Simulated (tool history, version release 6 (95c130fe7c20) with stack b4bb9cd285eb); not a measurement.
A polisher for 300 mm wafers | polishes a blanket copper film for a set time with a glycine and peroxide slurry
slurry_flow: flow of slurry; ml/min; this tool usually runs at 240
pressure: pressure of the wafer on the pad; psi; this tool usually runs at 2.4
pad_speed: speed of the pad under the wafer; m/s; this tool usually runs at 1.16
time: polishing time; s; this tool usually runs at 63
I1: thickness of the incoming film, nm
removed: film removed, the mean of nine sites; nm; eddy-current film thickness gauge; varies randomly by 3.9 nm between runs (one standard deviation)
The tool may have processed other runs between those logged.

Run 1, hour 0: usual settings; I1 1228.6. Result: removed 307.7 nm.
Run 2, hour 40.4: usual settings but slurry_flow 295 ml/min, pressure 2 psi; I1 1238.5. Result: removed 285.6 nm.
At hour 96.6: worn pad replaced by a new one.
Run 3, hour 101.1: usual settings; I1 1216.5. Result: removed 300.1 nm.
Run 4, hour 145.3: usual settings; I1 1225.9. Result: removed 297.9 nm.
Run 5, hour 181: usual settings; I1 1215.6. Result: removed 294.7 nm.
Run 6, hour 251: usual settings but slurry_flow 185 ml/min; I1 1238.1. Result: removed 278.1 nm.
At hour 277.5: slurry nozzle cleaned.
Run 7, hour 288.1: usual settings but pad_speed 1.28 m/s, time 51 s; I1 1235.2. Result: removed 286.8 nm.
Run 8, hour 491.3: usual settings but pad_speed 1.28 m/s, time 51 s; I1 1194.5. Result: removed 272.5 nm.
Run 9, hour 556.5: usual settings; I1 1232.4. Result: removed 301.6 nm.
At hour 566: worn pad replaced by a new one.
Run 10, hour 616.1: usual settings; I1 1220. Result: removed 303.5 nm.
Run 11, hour 664.4: usual settings; I1 1243.8. Result: removed 295.9 nm.
At hour 688.2: head pressure recalibrated.
Run 12, hour 725.3: usual settings but pad_speed 1.36 m/s; I1 1240.5. Result: removed 342.6 nm.
At hour 770.8: slurry nozzle cleaned.
Run 13, hour 796.5: usual settings but pad_speed 1.36 m/s; I1 1215. Result: removed 369.2 nm.
Run 14, hour 853.9: usual settings but pad_speed 1.36 m/s; I1 1213.3. Result: removed 367.9 nm.
Run 15, hour 892.3: usual settings but slurry_flow 195 ml/min; I1 1218.8. Result: removed 297 nm.
Run 16, hour 959.2: usual settings but pressure 2.7 psi, pad_speed 0.88 m/s; I1 1205.2. Result: removed 254.1 nm.
Run 17, hour 986.4: usual settings but pressure 2.7 psi, pad_speed 0.88 m/s; I1 1243.7. Result: removed 260.7 nm.
At hour 1034.3: worn pad replaced by a new one.
Run 18, hour 1053: usual settings but slurry_flow 270 ml/min; I1 1233.4. Result: removed 304.6 nm.
Run 19, hour 1120.1: usual settings but slurry_flow 270 ml/min, pressure 2 psi, pad_speed 1.42 m/s, time 57 s; I1 1213.8. Result: removed 299.2 nm.
At hour 1169.8: slurry nozzle cleaned.
Run 20, hour 1187.3: usual settings but slurry_flow 160 ml/min, pressure 3.1 psi, pad_speed 0.86 m/s, time 57 s; I1 1198.6. Result: removed 247.7 nm.
Run 21, hour 1376.4: usual settings but pad_speed 0.88 m/s; I1 1225.6. Result: removed 244.6 nm.
Run 22, hour 1437.5: usual settings but slurry_flow 295 ml/min, pressure 2 psi; I1 1225.5. Result: removed 292 nm.
Run 23, hour 1463.5: usual settings but pad_speed 0.9 m/s; I1 1232.4. Result: removed 248.4 nm.
Run 24, hour 1498.9: usual settings but slurry_flow 175 ml/min, pad_speed 1.44 m/s; I1 1221.9. Result: removed 336.5 nm.
At hour 1510.8: worn pad replaced by a new one.
Run 25, hour 1524.7: usual settings but slurry_flow 320 ml/min, pad_speed 0.86 m/s, time 72 s; I1 1233.9. Result: removed 284 nm.
Run 26, hour 1633.5: usual settings but time 83 s; I1 1236.5. Result: removed 395.1 nm.
At hour 1637.8: head pressure recalibrated.
Run 27, hour 1667.6: usual settings; I1 1216.1. Result: removed 296.1 nm.
At hour 1675.8: slurry nozzle cleaned.
Run 28, hour 1701.5: usual settings but slurry_flow 155 ml/min, pressure 2.7 psi, pad_speed 1.54 m/s; I1 1232.4. Result: removed 399.6 nm.
Run 29, hour 1766.7: usual settings but slurry_flow 320 ml/min; I1 1238.8. Result: removed 331.4 nm.
Run 30, hour 1802.7: usual settings; I1 1204.5. Result: removed 315.7 nm.
Run 31, hour 1835: usual settings but time 70 s; I1 1242.7. Result: removed 333.9 nm.
Run 32, hour 1900.1: usual settings but pressure 1.8 psi, time 76 s; I1 1209.5. Result: removed 314.9 nm.
Run 33, hour 1969.1: usual settings but slurry_flow 185 ml/min, pad_speed 1.46 m/s, time 83 s; I1 1219.2. Result: removed 451 nm.
Run 34, hour 2000.7: usual settings; I1 1222.2. Result: removed 300.5 nm.
At hour 2006.8: worn pad replaced by a new one.
Run 35, hour 2040.1: usual settings but slurry_flow 285 ml/min; I1 1200.5. Result: removed 306.6 nm.
Run 36, hour 2106.5: usual settings but pressure 2.6 psi; I1 1223.7. Result: removed 305.3 nm.
Run 37, hour 2172.1: usual settings but pressure 3.1 psi, pad_speed 1.5 m/s; I1 1231.4. Result: removed 408.1 nm.
At hour 2176: slurry nozzle cleaned.
Run 38, hour 2204.8: usual settings but pressure 1.6 psi; I1 1239. Result: removed 267.2 nm.

Predict each of these 3 candidate next runs independently; none follows another, all start after run 38:
Run A, hour 2205.2: usual settings; I1 1221.7. Result: removed ?.
Run B, hour 2205.2: usual settings but pressure 2 psi, pad_speed 0.76 m/s; I1 1221.7. Result: removed ?.
Run C, hour 2205.2: usual settings but slurry_flow 160 ml/min, pressure 1.7 psi, pad_speed 0.92 m/s, time 84 s; I1 1221.7. Result: removed ?.

run  removed
  A    326.5
  B      216
  C    289.9
Without the tool's hidden state the same runs would have given:
run  removed
  A      331
  B      219
  C    296.1
